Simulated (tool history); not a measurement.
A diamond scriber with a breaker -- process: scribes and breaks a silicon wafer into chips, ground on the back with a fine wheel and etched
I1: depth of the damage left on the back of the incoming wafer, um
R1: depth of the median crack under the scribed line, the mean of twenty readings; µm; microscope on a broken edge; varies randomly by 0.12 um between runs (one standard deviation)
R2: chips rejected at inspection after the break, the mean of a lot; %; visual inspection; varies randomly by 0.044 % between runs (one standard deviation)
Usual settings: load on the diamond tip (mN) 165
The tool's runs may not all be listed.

{"run": 1, "hour": 0.0, "load on the diamond tip (mN)": 165, "I1": 0.5, "R1": 11.05, "R2": 1.33}
{"run": 2, "hour": 38.1, "load on the diamond tip (mN)": 165, "I1": 0.31, "R1": 10.87, "R2": 1.37}
{"run": 3, "hour": 90.9, "load on the diamond tip (mN)": 165, "I1": 0.31, "R1": 10.76, "R2": 1.52}
{"run": 4, "hour": 121.5, "load on the diamond tip (mN)": 165, "I1": 0.73, "R1": 10.83, "R2": 1.62}
{"run": 5, "hour": 155.3, "load on the diamond tip (mN)": 201, "I1": 0.76, "R1": 11.83, "R2": 0.82}
{"run": 6, "hour": 218.9, "load on the diamond tip (mN)": 201, "I1": 0.53, "R1": 11.59, "R2": 0.73}
{"run": 7, "hour": 253.1, "load on the diamond tip (mN)": 189, "I1": 0.39, "R1": 11.25, "R2": 0.98}
{"run": 8, "hour": 290.7, "load on the diamond tip (mN)": 189, "I1": 0.61, "R1": 11.25, "R2": 1.02}
{"run": 9, "hour": 354.0, "load on the diamond tip (mN)": 189, "I1": 0.44, "R1": 11, "R2": 1.15}
{"run": 10, "hour": 423.4, "load on the diamond tip (mN)": 147, "I1": 0.52, "R1": 9.71, "R2": 4.49}
{"run": 11, "hour": 459.5, "load on the diamond tip (mN)": 165, "I1": 0.51, "R1": 10.12, "R2": 2.99}
{"run": 12, "hour": 496.0, "load on the diamond tip (mN)": 165, "I1": 0.46, "R1": 10.06, "R2": 2.92}
{"hour": 524.4, "done": "diamond tip replaced by a new one"}
{"run": 13, "hour": 534.9, "load on the diamond tip (mN)": 165, "I1": 0.42, "R1": 10.93, "R2": 1.41}
{"run": 14, "hour": 586.8, "load on the diamond tip (mN)": 135, "I1": 0.55, "R1": 10.11, "R2": 3.61}
{"run": 15, "hour": 644.6, "load on the diamond tip (mN)": 126, "I1": 0.46, "R1": 9.67, "R2": 4.82}
{"run": 16, "hour": 713.4, "load on the diamond tip (mN)": 189, "I1": 0.51, "R1": 11.42, "R2": 0.79}
{"run": 17, "hour": 748.5, "load on the diamond tip (mN)": 129, "I1": 0.77, "R1": 9.68, "R2": 4.22}
{"run": 18, "hour": 783.4, "load on the diamond tip (mN)": 118, "I1": 0.41, "R1": 9.28, "R2": 6.42}
{"hour": 785.9, "done": "load on the tip recalibrated"}
{"run": 19, "hour": 831.2, "load on the diamond tip (mN)": 207, "I1": 0.73, "R1": 12.51, "R2": 1.25}
{"run": 20, "hour": 856.7, "load on the diamond tip (mN)": 189, "I1": 0.5, "R1": 12.01, "R2": 0.86}
{"run": 21, "hour": 888.4, "load on the diamond tip (mN)": 213, "I1": 0.36, "R1": 12.54, "R2": 1.33}
{"run": 22, "hour": 955.8, "load on the diamond tip (mN)": 123, "I1": 0.32, "R1": 9.4, "R2": 5.01}
{"run": 23, "hour": 1017.7, "load on the diamond tip (mN)": 214, "I1": 0.35, "R1": 12.45, "R2": 0.9}
{"run": 24, "hour": 1063.3, "load on the diamond tip (mN)": 203, "I1": 0.79, "R1": 11.85, "R2": 0.78}
{"run": 25, "hour": 1096.8, "load on the diamond tip (mN)": 206, "I1": 0.4, "R1": 11.8, "R2": 0.81}
{"run": 26, "hour": 1147.9, "load on the diamond tip (mN)": 165, "I1": 0.4, "R1": 10.56, "R2": 1.94}

4 options for the next run, each taken on its own from the tool as it stands now. Forecast them:
{"run": "A", "hour": 1148.5, "load on the diamond tip (mN)": 165, "I1": 0.67, "R1": "?", "R2": "?"}
{"run": "B", "hour": 1148.5, "load on the diamond tip (mN)": 149, "I1": 0.67, "R1": "?", "R2": "?"}
{"run": "C", "hour": 1148.5, "load on the diamond tip (mN)": 182, "I1": 0.67, "R1": "?", "R2": "?"}
{"run": "D", "hour": 1148.5, "load on the diamond tip (mN)": 151, "I1": 0.67, "R1": "?", "R2": "?"}

run=A R1=10.55 R2=1.96
run=B R1=10.05 R2=3.19
run=C R1=11.06 R2=1.16
run=D R1=10.12 R2=3.01
Without the tool's unlogged condition, the same runs would have read:
run=A R1=11.79 R2=0.76
run=B R1=11.24 R2=0.98
run=C R1=12.36 R2=0.98
run=D R1=11.31 R2=0.93

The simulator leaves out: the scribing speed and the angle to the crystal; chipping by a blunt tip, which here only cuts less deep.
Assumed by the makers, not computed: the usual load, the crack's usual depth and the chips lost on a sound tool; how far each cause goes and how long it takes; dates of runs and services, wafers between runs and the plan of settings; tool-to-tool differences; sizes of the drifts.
